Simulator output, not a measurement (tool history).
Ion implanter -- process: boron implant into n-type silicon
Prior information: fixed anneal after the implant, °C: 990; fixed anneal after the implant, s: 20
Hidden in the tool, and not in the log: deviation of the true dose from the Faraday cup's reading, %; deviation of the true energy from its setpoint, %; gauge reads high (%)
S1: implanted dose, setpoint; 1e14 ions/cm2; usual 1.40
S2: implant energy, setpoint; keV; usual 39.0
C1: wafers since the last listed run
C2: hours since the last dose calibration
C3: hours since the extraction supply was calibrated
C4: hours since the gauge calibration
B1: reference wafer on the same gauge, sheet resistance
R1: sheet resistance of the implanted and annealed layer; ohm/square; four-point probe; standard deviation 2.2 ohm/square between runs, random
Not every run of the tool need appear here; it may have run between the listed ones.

| run | hour | S1 | S2 | C1 | C2 | C3 | C4 | B1 | R1 |
|---|---|---|---|---|---|---|---|---|---|
| 1 | 0.0 | 1.40 | 28.5 | 0 | 612.9 | 1855.8 | 484.4 | 611.10 | 555.34 |
| 2 | 24.5 | 1.40 | 28.5 | 624 | 637.4 | 1880.3 | 508.9 | 609.42 | 549.44 |
| 3 | 44.4 | 1.40 | 39.0 | 507 | 657.3 | 1900.2 | 528.8 | 608.83 | 520.45 |
| 4 | 57.7 | 1.40 | 39.0 | 338 | 670.6 | 1913.5 | 542.1 | 609.64 | 527.39 |
| 5 | 73.1 | 1.40 | 39.0 | 392 | 686.0 | 1928.9 | 557.5 | 609.80 | 518.58 |
| 6 | 102.5 | 1.40 | 39.0 | 749 | 715.4 | 1958.3 | 586.9 | 610.25 | 521.05 |
| 7 | 138.0 | 1.40 | 39.0 | 904 | 750.9 | 1993.8 | 622.4 | 609.85 | 523.46 |
| 8 | 154.4 | 1.40 | 48.0 | 417 | 767.3 | 2010.2 | 638.8 | 610.39 | 505.37 |
| 9 | 177.4 | 1.40 | 39.0 | 585 | 790.3 | 2033.2 | 661.8 | 610.32 | 517.94 |
| 10 | 201.1 | 1.40 | 39.0 | 603 | 814.0 | 2056.9 | 685.5 | 610.27 | 524.70 |
| 11 | 246.2 | 1.65 | 39.0 | 1149 | 859.1 | 2102.0 | 730.6 | 609.79 | 463.39 |
| 12 | 278.2 | 1.65 | 39.0 | 815 | 891.1 | 2134.0 | 762.6 | 610.06 | 464.28 |
| 13 | 308.6 | 1.59 | 39.0 | 774 | 921.5 | 2164.4 | 793.0 | 610.21 | 479.03 |
| 14 | 321.2 | 1.59 | 39.0 | 321 | 934.1 | 2177.0 | 805.6 | 609.66 | 474.69 |
| 15 | 345.5 | 1.40 | 39.0 | 619 | 958.4 | 2201.3 | 829.9 | 609.20 | 518.73 |
|  | 361.5 | gauge calibrated |
| 16 | 371.6 | 1.40 | 39.0 | 664 | 984.5 | 2227.4 | 10.1 | 610.04 | 518.89 |
| 17 | 407.4 | 1.40 | 39.0 | 912 | 1020.3 | 2263.2 | 45.9 | 610.39 | 521.27 |
|  | 420.3 | extraction supply calibrated |
| 18 | 426.4 | 1.40 | 44.5 | 280 | 1039.3 | 6.1 | 64.9 | 609.43 | 503.33 |
| 19 | 455.3 | 1.40 | 25.5 | 736 | 1068.2 | 35.0 | 93.8 | 610.36 | 556.99 |
| 20 | 471.8 | 1.40 | 39.0 | 420 | 1084.7 | 51.5 | 110.3 | 610.44 | 519.81 |
| 21 | 485.9 | 1.40 | 39.0 | 359 | 1098.8 | 65.6 | 124.4 | 610.56 | 520.06 |
| 22 | 519.9 | 1.54 | 48.0 | 866 | 1132.8 | 99.6 | 158.4 | 609.57 | 465.85 |
| 23 | 533.0 | 1.40 | 39.0 | 333 | 1145.9 | 112.7 | 171.5 | 609.95 | 521.54 |
| 24 | 556.4 | 1.81 | 39.0 | 596 | 1169.3 | 136.1 | 194.9 | 609.29 | 433.64 |
| 25 | 590.1 | 1.79 | 45.0 | 858 | 1203.0 | 169.8 | 228.6 | 609.88 | 424.29 |
| 26 | 606.7 | 1.40 | 33.5 | 422 | 1219.6 | 186.4 | 245.2 | 611.38 | 530.27 |
| 27 | 627.2 | 1.02 | 28.5 | 522 | 1240.1 | 206.9 | 265.7 | 609.97 | 694.67 |
|  | 639.9 | Faraday cup replaced and dose calibrated |
| 28 | 655.4 | 1.10 | 39.0 | 514 | 15.5 | 235.1 | 293.9 | 610.03 | 633.46 |
| 29 | 681.4 | 1.40 | 39.0 | 662 | 41.5 | 261.1 | 319.9 | 610.63 | 531.73 |
| 30 | 697.0 | 1.40 | 39.0 | 397 | 57.1 | 276.7 | 335.5 | 609.41 | 534.29 |
| 31 | 730.9 | 1.59 | 47.5 | 863 | 91.0 | 310.6 | 369.4 | 610.43 | 468.73 |
| 32 | 757.9 | 1.24 | 45.0 | 687 | 118.0 | 337.6 | 396.4 | 609.65 | 565.73 |
| 33 | 790.6 | 1.40 | 39.0 | 833 | 150.7 | 370.3 | 429.1 | 608.75 | 527.61 |
| 34 | 812.1 | 1.15 | 43.5 | 547 | 172.2 | 391.8 | 450.6 | 609.09 | 596.96 |

Branching from run 34: 4 alternative next runs. What would each branch give?
| A | 812.5 | 1.40 | 39.0 | 10 | 172.6 | 392.2 | 451.0 | ? | ? |
| B | 812.5 | 1.40 | 29.0 | 10 | 172.6 | 392.2 | 451.0 | ? | ? |
| C | 812.5 | 1.77 | 31.5 | 10 | 172.6 | 392.2 | 451.0 | ? | ? |
| D | 812.5 | 1.05 | 50.5 | 10 | 172.6 | 392.2 | 451.0 | ? | ? |

| run | B1 | R1 |
|---|---|---|
| A | 609.05 | 530.03 |
| B | 609.05 | 558.37 |
| C | 609.05 | 464.82 |
| D | 609.05 | 615.71 |
Had the tool no hidden state, the same runs would have come out as:
| run | R1 |
|---|---|
| A | 535.23 |
| B | 564.07 |
| C | 469.56 |
| D | 621.69 |
